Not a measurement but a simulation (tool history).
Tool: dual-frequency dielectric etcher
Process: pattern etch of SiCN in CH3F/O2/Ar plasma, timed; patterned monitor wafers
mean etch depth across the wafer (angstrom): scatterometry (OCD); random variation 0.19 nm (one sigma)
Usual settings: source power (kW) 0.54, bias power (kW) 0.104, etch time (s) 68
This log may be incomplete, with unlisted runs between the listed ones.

run   hour  source power (kW)  bias power (kW)  etch time (s)  wafers since the last listed run  hours since the last wet clean  hours since the last source power generator calibration  hours since the last bias power generator calibration  hours since the last upper electrode change  hours since the gauge calibration  read-back reference wafer on the same gauge, depth_nm  mean etch depth across the wafer (angstrom)
  1      0               0.54            0.104             68                                 0                           240.6                                                   4137.7                                                 3081.3                                       1809.1                              969.2                                                  25.63                                        306.3
  2     13               0.54            0.104             68                               136                           253.6                                                   4150.7                                                 3094.3                                       1822.1                              982.2                                                   25.6                                        307.7
  3   33.6               0.54            0.104             68                               217                           274.2                                                   4171.3                                                 3114.9                                       1842.7                             1002.8                                                  25.57                                        303.1
  4     68               0.54            0.104             68                               362                           308.6                                                   4205.7                                                 3149.3                                       1877.1                             1037.2                                                  25.58                                        300.6
     100.6  -- wet clean of the chamber
  5  101.1               0.64            0.104             68                                95                             0.5                                                   4238.8                                                 3182.4                                       1910.2                             1070.3                                                  25.56                                        337.7
  6  114.7               0.64            0.104             68                               143                            14.1                                                   4252.4                                                   3196                                       1923.8                             1083.9                                                  25.56                                        336.4
  7  129.6               0.54            0.104           53.5                               157                              29                                                   4267.3                                                 3210.9                                       1938.7                             1098.8                                                  25.59                                        249.3
     174.1  -- upper electrode replaced
  8  174.6               0.54            0.104           53.5                               221                              74                                                   4312.3                                                 3255.9                                          0.5                             1143.8                                                  25.58                                        249.8
  9    175               0.54            0.104           52.5                                 4                            74.4                                                   4312.7                                                 3256.3                                          0.9                             1144.2                                                  25.58                                        247.6
 10  203.3               0.54            0.104           52.5                               298                           102.7                                                     4341                                                 3284.6                                         29.2                             1172.5                                                   25.6                                        245.2
 11  232.7                0.5            0.094             80                               309                           132.1                                                   4370.4                                                   3314                                         58.6                             1201.9                                                  25.62                                        351.9
     246.9  -- source power generator calibrated
 12  247.4               0.54            0.104             88                               112                           146.8                                                      0.5                                                 3328.7                                         73.3                             1216.6                                                  25.58                                        409.4
 13  278.2               0.45            0.089           75.5                               324                           177.6                                                     31.3                                                 3359.5                                        104.1                             1247.4                                                  25.63                                        312.8
     282.2  -- gauge calibrated
 14  303.3                0.5            0.104           77.5                               264                           202.7                                                     56.4                                                 3384.6                                        129.2                               21.1                                                  25.62                                        347.8
     317.5  -- bias power generator calibrated
 15    332               0.64            0.084             79                               260                           231.4                                                     85.1                                                   14.5                                        157.9                               49.8                                                  25.64                                        359.7
 16  346.1               0.54            0.104             68                               148                           245.5                                                     99.2                                                   28.6                                          172                               63.9                                                  25.62                                        307.3
 17  401.7               0.41            0.126           58.5                               585                           301.1                                                    154.8                                                   84.2                                        227.6                              119.5                                                   25.6                                        260.9
     426.4  -- wet clean of the chamber
 18  426.9               0.54            0.104             68                                12                             0.5                                                      180                                                  109.4                                        252.8                              144.7                                                   25.6                                        321.3
 19  447.2               0.63            0.097             68                               213                            20.8                                                    200.3                                                  129.7                                        273.1                                165                                                  25.64                                        328.6
 20  463.7               0.54            0.104             68                               173                            37.3                                                    216.8                                                  146.2                                        289.6                              181.5                                                  25.51                                        319.9
 21  556.8               0.63            0.123           74.5                               981                           130.4                                                    309.9                                                  239.3                                        382.7                              274.6                                                  25.65                                        378.1
 22  577.9               0.54            0.104             80                               222                           151.5                                                      331                                                  260.4                                        403.8                              295.7                                                   25.6                                          362
 23  664.9               0.47            0.121             80                               916                           238.5                                                      418                                                  347.4                                        490.8                              382.7                                                  25.56                                        364.1
 24  680.9               0.63            0.104           87.5                               168                           254.5                                                      434                                                  363.4                                        506.8                              398.7                                                  25.52                                        418.4

Forecast run 25:
 25  707.7               0.59            0.118             68                               282                           281.3                                                    460.8                                                  390.2                                        533.6                              425.5                                                      ?                                            ?

read-back reference wafer on the same gauge, depth_nm: 25.64
mean etch depth across the wafer (angstrom): 328.6
With the hidden condition absent and the run-to-run variation left alone, this run would have shown mean etch depth across the wafer (angstrom) 341.7.
